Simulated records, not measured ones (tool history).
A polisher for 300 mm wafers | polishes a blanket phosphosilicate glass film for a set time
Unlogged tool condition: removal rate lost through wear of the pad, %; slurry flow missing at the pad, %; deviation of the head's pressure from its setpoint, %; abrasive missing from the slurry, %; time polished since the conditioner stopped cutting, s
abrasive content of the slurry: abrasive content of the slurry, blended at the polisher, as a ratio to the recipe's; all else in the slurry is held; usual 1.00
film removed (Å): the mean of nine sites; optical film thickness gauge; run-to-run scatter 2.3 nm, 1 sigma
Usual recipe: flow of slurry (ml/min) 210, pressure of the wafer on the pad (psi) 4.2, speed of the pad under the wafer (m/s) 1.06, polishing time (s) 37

run,hour,flow of slurry (ml/min),pressure of the wafer on the pad (psi),speed of the pad under the wafer (m/s),abrasive content of the slurry,polishing time (s),wafers since the last listed run,wafers polished on this pad,hours since the slurry nozzle was cleaned,hours since the head pressure was calibrated,hours since the slurry blender was calibrated,hours since the conditioning disc was replaced,"incoming thickness of the incoming film, nm",film removed (Å)
1,0.0,210,4.2,1.06,1.00,37,0,2301,118.1,796.6,201.5,385.6,4272.2,3451
2,52.0,210,5.2,1.06,1.00,37,694,2996,170.1,848.6,253.5,437.6,4292.2,3999
3,78.2,210,5.2,1.06,1.00,37,350,3346,196.3,874.8,279.7,463.8,4271.0,4023
# hour 139.1: head pressure recalibrated
4,141.5,170,4.2,1.34,1.00,37,818,4165,259.6,2.4,343.0,527.1,4262.4,4220
# hour 163.3: slurry blender recalibrated
5,170.5,210,4.2,1.06,1.20,37,360,4526,288.6,31.4,7.2,556.1,4318.2,3883
# hour 190.5: slurry nozzle cleaned
# hour 196.3: worn pad replaced by a new one
6,211.4,210,4.2,1.06,1.20,37,479,201,20.9,72.3,48.1,597.0,4333.5,3861
# hour 221.7: conditioning disc replaced and pad reconditioned
7,241.7,210,4.2,1.06,1.20,37,378,579,51.2,102.6,78.4,20.0,4325.9,3832
8,345.3,210,4.2,1.06,1.00,37,1384,1963,154.8,206.2,182.0,123.6,4203.4,3618
9,400.6,210,4.9,1.06,1.00,37,738,2702,210.1,261.5,237.3,178.9,4266.8,3982
10,443.2,210,4.9,1.06,1.00,37,569,3271,252.7,304.1,279.9,221.5,4367.5,3972
# hour 481.5: slurry nozzle cleaned
11,492.3,210,4.2,1.06,1.00,37,642,3914,10.8,353.2,329.0,270.6,4319.5,3514
# hour 528.0: worn pad replaced by a new one
# hour 529.0: slurry blender recalibrated
12,546.6,210,4.2,1.06,0.70,37,659,235,65.1,407.5,17.6,324.9,4206.8,3156
13,595.7,210,4.2,0.92,1.00,25,655,891,114.2,456.6,66.7,374.0,4310.4,2176
14,638.2,210,4.2,1.06,1.00,37,567,1459,156.7,499.1,109.2,416.5,4278.5,3515
15,687.1,210,3.2,1.06,1.15,37,653,2112,205.6,548.0,158.1,465.4,4249.6,3037
# hour 742.3: conditioning disc replaced and pad reconditioned
16,749.5,170,3.2,1.06,1.00,37,806,2919,268.0,610.4,220.5,7.2,4336.8,2826
17,796.7,210,5.5,1.30,1.00,32,630,3550,315.2,657.6,267.7,54.4,4312.0,4194
# hour 801.7: slurry nozzle cleaned
# hour 829.2: slurry blender recalibrated
# hour 903.5: worn pad replaced by a new one
18,940.7,210,4.2,1.06,1.00,37,1830,496,139.0,801.6,111.5,198.4,4260.2,3464
19,983.1,265,3.2,1.06,1.00,37,566,1062,181.4,844.0,153.9,240.8,4305.2,2961
20,1024.2,210,4.2,1.06,1.00,37,549,1612,222.5,885.1,195.0,281.9,4303.6,3444
# hour 1049.3: head pressure recalibrated
21,1084.6,275,4.9,1.06,1.15,44,780,2392,282.9,35.3,255.4,342.3,4318.0,5287
22,1118.1,210,4.2,1.22,1.00,42,447,2839,316.4,68.8,288.9,375.8,4253.6,4529
23,1170.3,210,4.2,1.06,1.00,37,697,3537,368.6,121.0,341.1,428.0,4334.7,3627
# hour 1176.8: slurry nozzle cleaned
# hour 1196.6: worn pad replaced by a new one
# hour 1211.3: slurry blender recalibrated
24,1211.8,210,4.2,0.86,1.15,37,460,175,35.0,162.5,0.5,469.5,4227.7,3289
25,1242.3,170,3.2,1.06,1.00,37,407,583,65.5,193.0,31.0,500.0,4241.4,2906
26,1291.9,165,4.2,1.30,1.00,29,662,1245,115.1,242.6,80.6,549.6,4313.5,3118

Consider 3 possible next runs. They are alternatives, not a sequence: every one starts from the tool as it was left by run 26. What does each give?
A,1292.3,210,4.2,0.78,1.00,37,5,1251,115.5,243.0,81.0,550.0,4314.8,?
B,1292.3,145,5.6,0.96,0.85,37,5,1251,115.5,243.0,81.0,550.0,4314.8,?
C,1292.3,210,4.2,0.72,1.00,37,5,1251,115.5,243.0,81.0,550.0,4314.8,?

run,film removed (Å)
A,2937
B,3749
C,2800
With no hidden state in the tool, these same runs would have given:
run,film removed (Å)
A,3069
B,3919
C,2926
